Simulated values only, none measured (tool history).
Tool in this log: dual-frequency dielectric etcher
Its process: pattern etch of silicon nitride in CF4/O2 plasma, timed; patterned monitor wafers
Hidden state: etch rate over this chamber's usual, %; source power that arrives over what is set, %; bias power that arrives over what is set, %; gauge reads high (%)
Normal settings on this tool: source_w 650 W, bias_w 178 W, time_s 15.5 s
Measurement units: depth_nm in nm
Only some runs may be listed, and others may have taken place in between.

run   hour  source_w  bias_w  time_s  wafers since the last listed run  hours since the last wet clean  hours since the last source power generator calibration  hours since the last bias power generator calibration  hours since the last upper electrode change  hours since the gauge calibration  read-back reference wafer on the same gauge, depth_nm  depth_nm
  1      0       650     193    15.5                                 0                           320.2                                                   4144.5                                                 3425.1                                         34.1                              208.5                                                  47.17     42.32
  2   10.4       650     193    15.5                               197                           330.6                                                   4154.9                                                 3435.5                                         44.5                              218.9                                                  47.13     42.49
  3   18.1       650     178    15.5                               145                           338.3                                                   4162.6                                                 3443.2                                         52.2                              226.6                                                  47.24     40.62
  4   31.8       650     178    15.5                               259                             352                                                   4176.3                                                 3456.9                                         65.9                              240.3                                                  47.17     41.57
  5   46.2       650     178    15.5                               272                           366.4                                                   4190.7                                                 3471.3                                         80.3                              254.7                                                  47.18     40.95
  6   55.1       650     164    15.5                               168                           375.3                                                   4199.6                                                 3480.2                                         89.2                              263.6                                                  47.22     39.59
  7   79.4       650     164    15.5                               460                           399.6                                                   4223.9                                                 3504.5                                        113.5                              287.9                                                   47.1     39.47
  8   92.2       650     178    15.5                               242                           412.4                                                   4236.7                                                 3517.3                                        126.3                              300.7                                                  47.27     41.25
  9   98.4       590     165    15.5                               117                           418.6                                                   4242.9                                                 3523.5                                        132.5                              306.9                                                  47.24     37.57
 10  110.8       650     193    15.5                               234                             431                                                   4255.3                                                 3535.9                                        144.9                              319.3                                                  47.25     42.92
 11  119.1       570     152      17                               157                           439.3                                                   4263.6                                                 3544.2                                        153.2                              327.6                                                  47.21     38.82
 12  129.5       650     178    15.5                               197                           449.7                                                     4274                                                 3554.6                                        163.6                                338                                                  47.33     40.75
 13  147.4       770     191    13.5                               339                           467.6                                                   4291.9                                                 3572.5                                        181.5                              355.9                                                  47.16      40.6
 14  164.6       650     145    15.5                               325                           484.8                                                   4309.1                                                 3589.7                                        198.7                              373.1                                                  47.16     37.23
       199  -- gauge calibrated
     220.6  -- bias power generator calibrated
     226.1  -- wet clean of the chamber
 15  226.6       790     150    12.5                               993                             0.5                                                   4371.1                                                      6                                        260.7                               27.6                                                  47.13     34.19
 16    227       650     217    16.5                                 7                             0.9                                                   4371.5                                                    6.4                                        261.1                                 28                                                  47.11     47.79
 17  231.7       650     213    19.5                                89                             5.6                                                   4376.2                                                   11.1                                        265.8                               32.7                                                   47.2      56.6
 18  246.4       700     157      19                               278                            20.3                                                   4390.9                                                   25.8                                        280.5                               47.4                                                  47.09      49.7
 19  260.8       650     195    15.5                               272                            34.7                                                   4405.3                                                   40.2                                        294.9                               61.8                                                  47.23     43.16
     268.1  -- source power generator calibrated
 20  269.5       650     178    15.5                                89                            43.4                                                      1.4                                                   48.9                                        303.6                               70.5                                                  47.11     41.24
 21  280.1       650     178      11                               200                              54                                                       12                                                   59.5                                        314.2                               81.1                                                  47.12     29.16
 22  291.8       650     178    15.5                               221                            65.7                                                     23.7                                                   71.2                                        325.9                               92.8                                                  47.13     40.87
 23  299.8       650     208    16.5                               151                            73.7                                                     31.7                                                   79.2                                        333.9                              100.8                                                  47.29     47.33
 24  311.6       650     178      18                               223                            85.5                                                     43.5                                                     91                                        345.7                              112.6                                                   47.2     47.24
 25  325.2       590     165    15.5                               257                            99.1                                                     57.1                                                  104.6                                        359.3                              126.2                                                   47.1     37.46
 26  332.8       650     178    15.5                               144                           106.7                                                     64.7                                                  112.2                                        366.9                              133.8                                                   47.2     41.55
 27  346.2       650     178    11.5                               253                           120.1                                                     78.1                                                  125.6                                        380.3                              147.2                                                  47.03     30.57
 28  361.2       580     142    18.5                               284                           135.1                                                     93.1                                                  140.6                                        395.3                              162.2                                                  47.21     41.89
 29  371.1       650     178    15.5                               187                             145                                                      103                                                  150.5                                        405.2                              172.1                                                   47.2     40.86
 30  387.6       650     178    15.5                               312                           161.5                                                    119.5                                                    167                                        421.7                              188.6                                                  47.25     41.12
 31  394.7       770     145      19                               134                           168.6                                                    126.6                                                  174.1                                        428.8                              195.7                                                  47.22      50.2

What was the tool's hidden state at every run in the log?
etch rate over this chamber's usual, %: 0 in every run
source power that arrives over what is set, %: 0 in every run
bias power that arrives over what is set, %: 0 in every run
gauge reads high (%): 0 in every run
